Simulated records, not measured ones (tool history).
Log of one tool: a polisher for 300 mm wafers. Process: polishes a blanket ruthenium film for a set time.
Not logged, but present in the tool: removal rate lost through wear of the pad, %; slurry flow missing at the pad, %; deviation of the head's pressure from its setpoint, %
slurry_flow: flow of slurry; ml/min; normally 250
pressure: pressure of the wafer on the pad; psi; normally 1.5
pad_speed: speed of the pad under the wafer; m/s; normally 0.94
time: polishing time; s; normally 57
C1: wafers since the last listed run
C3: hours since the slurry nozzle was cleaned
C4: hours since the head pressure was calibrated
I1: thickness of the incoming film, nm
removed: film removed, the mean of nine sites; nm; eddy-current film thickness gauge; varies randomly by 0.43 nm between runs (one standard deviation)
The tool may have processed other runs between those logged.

{"run": 1, "hour": 0.0, "slurry_flow": 250, "pressure": 1.5, "pad_speed": 1.02, "time": 57, "C1": 0, "wafers polished on this pad": 1316, "C3": 601.7, "C4": 801.8, "I1": 264.2, "removed": 50.1}
{"run": 2, "hour": 25.6, "slurry_flow": 250, "pressure": 1.5, "pad_speed": 0.94, "time": 57, "C1": 333, "wafers polished on this pad": 1650, "C3": 627.3, "C4": 827.4, "I1": 261.9, "removed": 46.3}
{"hour": 42.1, "done": "worn pad replaced by a new one"}
{"run": 3, "hour": 68.8, "slurry_flow": 250, "pressure": 1.5, "pad_speed": 0.94, "time": 57, "C1": 510, "wafers polished on this pad": 347, "C3": 670.5, "C4": 870.6, "I1": 256.8, "removed": 48.9}
{"run": 4, "hour": 127.6, "slurry_flow": 250, "pressure": 1.5, "pad_speed": 0.94, "time": 57, "C1": 765, "wafers polished on this pad": 1113, "C3": 729.3, "C4": 929.4, "I1": 260.4, "removed": 48.3}
{"hour": 176.6, "done": "worn pad replaced by a new one"}
{"run": 5, "hour": 193.2, "slurry_flow": 250, "pressure": 1.7, "pad_speed": 0.94, "time": 57, "C1": 802, "wafers polished on this pad": 216, "C3": 794.9, "C4": 995.0, "I1": 259.6, "removed": 53.2}
{"run": 6, "hour": 233.6, "slurry_flow": 250, "pressure": 1.7, "pad_speed": 0.94, "time": 57, "C1": 526, "wafers polished on this pad": 742, "C3": 835.3, "C4": 1035.4, "I1": 262.0, "removed": 53.1}
{"hour": 251.0, "done": "slurry nozzle cleaned"}
{"run": 7, "hour": 288.3, "slurry_flow": 250, "pressure": 1.7, "pad_speed": 0.94, "time": 57, "C1": 699, "wafers polished on this pad": 1442, "C3": 37.3, "C4": 1090.1, "I1": 263.2, "removed": 52.6}
{"hour": 296.9, "done": "worn pad replaced by a new one"}
{"run": 8, "hour": 343.4, "slurry_flow": 280, "pressure": 1.8, "pad_speed": 1.02, "time": 52, "C1": 665, "wafers polished on this pad": 605, "C3": 92.4, "C4": 1145.2, "I1": 261.9, "removed": 55.7}
{"run": 9, "hour": 387.5, "slurry_flow": 250, "pressure": 1.5, "pad_speed": 0.94, "time": 57, "C1": 574, "wafers polished on this pad": 1179, "C3": 136.5, "C4": 1189.3, "I1": 259.9, "removed": 48.6}
{"hour": 420.0, "done": "worn pad replaced by a new one"}
{"run": 10, "hour": 434.5, "slurry_flow": 250, "pressure": 1.5, "pad_speed": 0.94, "time": 57, "C1": 560, "wafers polished on this pad": 189, "C3": 183.5, "C4": 1236.3, "I1": 262.6, "removed": 49.7}
{"run": 11, "hour": 462.6, "slurry_flow": 250, "pressure": 1.5, "pad_speed": 1.06, "time": 57, "C1": 365, "wafers polished on this pad": 555, "C3": 211.6, "C4": 1264.4, "I1": 263.4, "removed": 53.7}
{"hour": 488.9, "done": "head pressure recalibrated"}
{"run": 12, "hour": 531.8, "slurry_flow": 215, "pressure": 1.5, "pad_speed": 0.94, "time": 40, "C1": 875, "wafers polished on this pad": 1430, "C3": 280.8, "C4": 42.9, "I1": 260.9, "removed": 30.0}
{"hour": 553.6, "done": "worn pad replaced by a new one"}
{"run": 13, "hour": 590.1, "slurry_flow": 225, "pressure": 1.5, "pad_speed": 0.94, "time": 57, "C1": 707, "wafers polished on this pad": 475, "C3": 339.1, "C4": 101.2, "I1": 259.1, "removed": 45.5}
{"run": 14, "hour": 652.8, "slurry_flow": 215, "pressure": 1.5, "pad_speed": 0.94, "time": 57, "C1": 816, "wafers polished on this pad": 1291, "C3": 401.8, "C4": 163.9, "I1": 263.2, "removed": 44.4}

Branching from run 14: 3 alternative next runs. What would each branch give?
{"run": "A", "hour": 653.2, "slurry_flow": 250, "pressure": 1.5, "pad_speed": 1.12, "time": 57, "C1": 5, "wafers polished on this pad": 1297, "C3": 402.2, "C4": 164.3, "I1": 263.3, "removed": "?"}
{"run": "B", "hour": 653.2, "slurry_flow": 250, "pressure": 1.3, "pad_speed": 0.94, "time": 49, "C1": 5, "wafers polished on this pad": 1297, "C3": 402.2, "C4": 164.3, "I1": 263.3, "removed": "?"}
{"run": "C", "hour": 653.2, "slurry_flow": 185, "pressure": 1.9, "pad_speed": 0.72, "time": 57, "C1": 5, "wafers polished on this pad": 1297, "C3": 402.2, "C4": 164.3, "I1": 263.3, "removed": "?"}

run=A removed=50.8
run=B removed=34.2
run=C removed=42.4
Take away the tool's hidden state, keep each run's random variation, and the runs would have read:
run=A removed=50.7
run=B removed=34.2
run=C removed=42.3
